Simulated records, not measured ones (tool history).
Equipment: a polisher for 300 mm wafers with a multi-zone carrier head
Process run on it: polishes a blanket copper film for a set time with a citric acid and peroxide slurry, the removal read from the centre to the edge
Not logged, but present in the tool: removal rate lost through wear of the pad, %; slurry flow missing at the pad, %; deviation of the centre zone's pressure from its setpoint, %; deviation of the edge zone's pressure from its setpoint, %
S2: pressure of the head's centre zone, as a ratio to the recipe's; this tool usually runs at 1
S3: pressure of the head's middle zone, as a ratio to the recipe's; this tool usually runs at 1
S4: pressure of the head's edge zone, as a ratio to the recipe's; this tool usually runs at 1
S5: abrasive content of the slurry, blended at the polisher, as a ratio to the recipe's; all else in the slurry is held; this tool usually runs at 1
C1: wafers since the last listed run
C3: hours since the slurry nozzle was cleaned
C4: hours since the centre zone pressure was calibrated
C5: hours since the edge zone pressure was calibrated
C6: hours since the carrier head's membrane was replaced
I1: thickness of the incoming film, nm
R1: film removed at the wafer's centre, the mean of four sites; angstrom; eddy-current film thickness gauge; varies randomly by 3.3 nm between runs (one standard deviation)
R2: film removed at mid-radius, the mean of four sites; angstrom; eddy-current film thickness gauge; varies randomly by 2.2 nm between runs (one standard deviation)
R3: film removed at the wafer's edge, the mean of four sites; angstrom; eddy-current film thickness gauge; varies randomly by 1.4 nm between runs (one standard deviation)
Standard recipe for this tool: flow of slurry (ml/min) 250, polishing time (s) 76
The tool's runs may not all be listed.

{"run": 1, "hour": 0.0, "flow of slurry (ml/min)": 250, "S2": 1, "S3": 1, "S4": 1, "S5": 1, "polishing time (s)": 76, "C1": 0, "wafers polished on this pad": 3182, "C3": 41.3, "C4": 54.9, "C5": 431.2, "C6": 1992.6, "I1": 657.4, "R1": 2296, "R2": 2211, "R3": 2119}
{"hour": 24.1, "done": "worn pad replaced by a new one"}
{"run": 2, "hour": 42.9, "flow of slurry (ml/min)": 250, "S2": 1.07, "S3": 1.05, "S4": 1, "S5": 1, "polishing time (s)": 76, "C1": 492, "wafers polished on this pad": 237, "C3": 84.2, "C4": 97.8, "C5": 474.1, "C6": 2035.5, "I1": 653.6, "R1": 2361, "R2": 2165, "R3": 2002}
{"hour": 44.9, "done": "edge zone pressure recalibrated"}
{"run": 3, "hour": 96.4, "flow of slurry (ml/min)": 250, "S2": 1, "S3": 1, "S4": 1, "S5": 1, "polishing time (s)": 76, "C1": 652, "wafers polished on this pad": 890, "C3": 137.7, "C4": 151.3, "C5": 51.5, "C6": 2089, "I1": 660.2, "R1": 2119, "R2": 2066, "R3": 2024}
{"run": 4, "hour": 123.1, "flow of slurry (ml/min)": 250, "S2": 1, "S3": 1, "S4": 1, "S5": 1, "polishing time (s)": 76, "C1": 338, "wafers polished on this pad": 1228, "C3": 164.4, "C4": 178, "C5": 78.2, "C6": 2115.7, "I1": 651.2, "R1": 2164, "R2": 2078, "R3": 2000}
{"run": 5, "hour": 183.2, "flow of slurry (ml/min)": 250, "S2": 1, "S3": 1, "S4": 1, "S5": 1, "polishing time (s)": 76, "C1": 761, "wafers polished on this pad": 1989, "C3": 224.5, "C4": 238.1, "C5": 138.3, "C6": 2175.8, "I1": 657.5, "R1": 2060, "R2": 2045, "R3": 1991}
{"hour": 210.6, "done": "carrier head's membrane replaced by a new one"}
{"run": 6, "hour": 250.0, "flow of slurry (ml/min)": 250, "S2": 1, "S3": 0.94, "S4": 1, "S5": 1, "polishing time (s)": 76, "C1": 782, "wafers polished on this pad": 2772, "C3": 291.3, "C4": 304.9, "C5": 205.1, "C6": 39.4, "I1": 667.7, "R1": 2051, "R2": 1856, "R3": 1943}
{"hour": 263.8, "done": "worn pad replaced by a new one, repeated, since the last time left the tool worse"}
{"hour": 294.1, "done": "centre zone pressure recalibrated"}
{"run": 7, "hour": 299.3, "flow of slurry (ml/min)": 305, "S2": 1.03, "S3": 1, "S4": 1, "S5": 1, "polishing time (s)": 76, "C1": 548, "wafers polished on this pad": 424, "C3": 340.6, "C4": 5.2, "C5": 254.4, "C6": 88.7, "I1": 658, "R1": 2495, "R2": 2333, "R3": 2283}
{"run": 8, "hour": 364.0, "flow of slurry (ml/min)": 250, "S2": 1, "S3": 1, "S4": 1, "S5": 1, "polishing time (s)": 76, "C1": 819, "wafers polished on this pad": 1243, "C3": 405.3, "C4": 69.9, "C5": 319.1, "C6": 153.4, "I1": 654.9, "R1": 2375, "R2": 2302, "R3": 2228}
{"run": 9, "hour": 401.9, "flow of slurry (ml/min)": 315, "S2": 1, "S3": 0.95, "S4": 1, "S5": 1, "polishing time (s)": 76, "C1": 480, "wafers polished on this pad": 1723, "C3": 443.2, "C4": 107.8, "C5": 357, "C6": 191.3, "I1": 665.5, "R1": 2395, "R2": 2248, "R3": 2286}
{"run": 10, "hour": 456.7, "flow of slurry (ml/min)": 250, "S2": 1, "S3": 1, "S4": 1, "S5": 1, "polishing time (s)": 76, "C1": 694, "wafers polished on this pad": 2418, "C3": 498, "C4": 162.6, "C5": 411.8, "C6": 246.1, "I1": 662.4, "R1": 2360, "R2": 2275, "R3": 2196}
{"run": 11, "hour": 501.9, "flow of slurry (ml/min)": 250, "S2": 1, "S3": 1, "S4": 1, "S5": 1, "polishing time (s)": 67, "C1": 572, "wafers polished on this pad": 2990, "C3": 543.2, "C4": 207.8, "C5": 457, "C6": 291.3, "I1": 655.2, "R1": 2011, "R2": 1955, "R3": 1894}
{"hour": 523.9, "done": "worn pad replaced by a new one"}
{"hour": 555.6, "done": "edge zone pressure recalibrated"}
{"run": 12, "hour": 570.6, "flow of slurry (ml/min)": 250, "S2": 0.93, "S3": 1.11, "S4": 1, "S5": 0.85, "polishing time (s)": 53, "C1": 794, "wafers polished on this pad": 566, "C3": 611.9, "C4": 276.5, "C5": 15, "C6": 360, "I1": 659.6, "R1": 1473, "R2": 1680, "R3": 1504}
{"run": 13, "hour": 603.9, "flow of slurry (ml/min)": 200, "S2": 0.96, "S3": 1, "S4": 1.1, "S5": 1, "polishing time (s)": 76, "C1": 421, "wafers polished on this pad": 988, "C3": 645.2, "C4": 309.8, "C5": 48.3, "C6": 393.3, "I1": 660.7, "R1": 2247, "R2": 2258, "R3": 2328}
{"run": 14, "hour": 654.9, "flow of slurry (ml/min)": 250, "S2": 1, "S3": 1, "S4": 1, "S5": 1.3, "polishing time (s)": 76, "C1": 646, "wafers polished on this pad": 1634, "C3": 696.2, "C4": 360.8, "C5": 99.3, "C6": 444.3, "I1": 668.8, "R1": 2465, "R2": 2456, "R3": 2417}
{"hour": 672.9, "done": "centre zone pressure recalibrated"}
{"hour": 680.8, "done": "slurry nozzle cleaned"}
{"run": 15, "hour": 704.3, "flow of slurry (ml/min)": 250, "S2": 0.93, "S3": 1.11, "S4": 1, "S5": 0.85, "polishing time (s)": 53, "C1": 587, "wafers polished on this pad": 2221, "C3": 23.5, "C4": 31.4, "C5": 148.7, "C6": 493.7, "I1": 662.2, "R1": 1469, "R2": 1671, "R3": 1466}
{"hour": 746.2, "done": "worn pad replaced by a new one"}
{"run": 16, "hour": 746.7, "flow of slurry (ml/min)": 250, "S2": 1, "S3": 1, "S4": 1, "S5": 1, "polishing time (s)": 76, "C1": 486, "wafers polished on this pad": 6, "C3": 65.9, "C4": 73.8, "C5": 191.1, "C6": 536.1, "I1": 660.6, "R1": 2397, "R2": 2323, "R3": 2260}
{"run": 17, "hour": 775.5, "flow of slurry (ml/min)": 250, "S2": 1, "S3": 1, "S4": 1, "S5": 1, "polishing time (s)": 76, "C1": 364, "wafers polished on this pad": 371, "C3": 94.7, "C4": 102.6, "C5": 219.9, "C6": 564.9, "I1": 660, "R1": 2389, "R2": 2308, "R3": 2268}
{"run": 18, "hour": 845.9, "flow of slurry (ml/min)": 250, "S2": 0.89, "S3": 1.04, "S4": 0.92, "S5": 1, "polishing time (s)": 99, "C1": 891, "wafers polished on this pad": 1263, "C3": 165.1, "C4": 173, "C5": 290.3, "C6": 635.3, "I1": 657.1, "R1": 2741, "R2": 3135, "R3": 2816}
{"run": 19, "hour": 882.8, "flow of slurry (ml/min)": 250, "S2": 1, "S3": 1, "S4": 1, "S5": 1, "polishing time (s)": 54, "C1": 467, "wafers polished on this pad": 1730, "C3": 202, "C4": 209.9, "C5": 327.2, "C6": 672.2, "I1": 656.4, "R1": 1695, "R2": 1632, "R3": 1591}
{"run": 20, "hour": 938.2, "flow of slurry (ml/min)": 275, "S2": 1, "S3": 1, "S4": 1, "S5": 1, "polishing time (s)": 76, "C1": 701, "wafers polished on this pad": 2432, "C3": 257.4, "C4": 265.3, "C5": 382.6, "C6": 727.6, "I1": 653.1, "R1": 2329, "R2": 2281, "R3": 2217}

Consider 5 possible next runs. They are alternatives, not a sequence: every one starts from the tool as it was left by run 20. What does each give?
{"run": "A", "hour": 938.7, "flow of slurry (ml/min)": 250, "S2": 0.96, "S3": 1, "S4": 1, "S5": 1, "polishing time (s)": 76, "C1": 6, "wafers polished on this pad": 2438, "C3": 257.9, "C4": 265.8, "C5": 383.1, "C6": 728.1, "I1": 667.3, "R1": "?", "R2": "?", "R3": "?"}
{"run": "B", "hour": 938.7, "flow of slurry (ml/min)": 250, "S2": 0.93, "S3": 0.9, "S4": 1, "S5": 1, "polishing time (s)": 76, "C1": 6, "wafers polished on this pad": 2438, "C3": 257.9, "C4": 265.8, "C5": 383.1, "C6": 728.1, "I1": 667.3, "R1": "?", "R2": "?", "R3": "?"}
{"run": "C", "hour": 938.7, "flow of slurry (ml/min)": 250, "S2": 0.88, "S3": 1, "S4": 0.93, "S5": 1.1, "polishing time (s)": 76, "C1": 6, "wafers polished on this pad": 2438, "C3": 257.9, "C4": 265.8, "C5": 383.1, "C6": 728.1, "I1": 667.3, "R1": "?", "R2": "?", "R3": "?"}
{"run": "D", "hour": 938.7, "flow of slurry (ml/min)": 250, "S2": 1, "S3": 1, "S4": 1.1, "S5": 1, "polishing time (s)": 76, "C1": 6, "wafers polished on this pad": 2438, "C3": 257.9, "C4": 265.8, "C5": 383.1, "C6": 728.1, "I1": 667.3, "R1": "?", "R2": "?", "R3": "?"}
{"run": "E", "hour": 938.7, "flow of slurry (ml/min)": 250, "S2": 1, "S3": 1, "S4": 1, "S5": 0.85, "polishing time (s)": 76, "C1": 6, "wafers polished on this pad": 2438, "C3": 257.9, "C4": 265.8, "C5": 383.1, "C6": 728.1, "I1": 667.3, "R1": "?", "R2": "?", "R3": "?"}

run=A R1=2252 R2=2201 R3=2192
run=B R1=2180 R2=2015 R3=2195
run=C R1=2117 R2=2260 R3=2177
run=D R1=2347 R2=2200 R3=2293
run=E R1=2243 R2=2103 R3=2095
With no hidden state in the tool, these same runs would have given:
run=A R1=2332 R2=2279 R3=2270
run=B R1=2257 R2=2087 R3=2273
run=C R1=2193 R2=2340 R3=2255
run=D R1=2430 R2=2278 R3=2375
run=E R1=2322 R2=2177 R3=2170

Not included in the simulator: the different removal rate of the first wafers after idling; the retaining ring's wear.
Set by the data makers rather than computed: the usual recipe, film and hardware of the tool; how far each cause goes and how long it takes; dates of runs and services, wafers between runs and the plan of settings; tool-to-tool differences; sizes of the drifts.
